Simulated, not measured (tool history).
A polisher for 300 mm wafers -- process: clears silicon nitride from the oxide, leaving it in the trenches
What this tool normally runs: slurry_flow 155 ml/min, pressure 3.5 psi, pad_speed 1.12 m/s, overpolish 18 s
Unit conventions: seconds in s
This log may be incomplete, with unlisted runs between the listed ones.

run,hour,slurry_flow,pressure,pad_speed,overpolish,wafers since the last listed run,wafers polished on this pad,hours since the slurry nozzle was cleaned,hours since the head pressure was calibrated,"incoming thickness of the incoming film, nm",seconds
1,0.0,155,3.5,1.12,18,0,616,817.5,1344.5,161.2,108.4
2,9.3,155,3.5,1.12,18,38,654,826.8,1353.8,159.9,108.3
3,19.5,155,3.5,1.12,18,41,696,837.0,1364.0,158.0,106.5
4,27.5,155,3.5,1.12,18,32,729,845.0,1372.0,160.8,108.8
5,40.9,155,3.5,1.12,18,55,784,858.4,1385.4,159.5,108.4
# hour 57.0: head pressure recalibrated
6,58.6,155,3.5,1.12,18,64,848,876.1,1.6,159.7,123.5
7,66.1,155,3.5,1.12,18,30,879,883.6,9.1,160.2,123.5
8,74.3,155,3.5,1.12,18,33,913,891.8,17.3,159.2,123.8
# hour 83.0: worn pad replaced by a new one
9,83.5,175,2.6,1.12,18,21,1,901.0,26.5,160.0,164.0
# hour 91.0: slurry nozzle cleaned
10,99.2,155,3.5,1.12,18,60,62,8.2,42.2,160.7,114.0
11,109.1,135,4.1,0.78,21,40,102,18.1,52.1,161.6,143.8
12,126.3,155,3.5,1.12,18,70,173,35.3,69.3,156.8,111.4
13,134.8,155,3.5,1.00,26,34,208,43.8,77.8,159.7,127.1
14,145.7,155,3.5,1.50,18,44,253,54.7,88.7,161.3,85.8
15,156.8,105,4.3,1.38,18,45,298,65.8,99.8,159.9,78.3

Expected results for the next run?
16,174.2,170,2.4,1.12,18,71,370,83.2,117.2,160.1,?

seconds: 162.7 s
Without the tool's hidden state the same run would have given seconds 161.0 s.
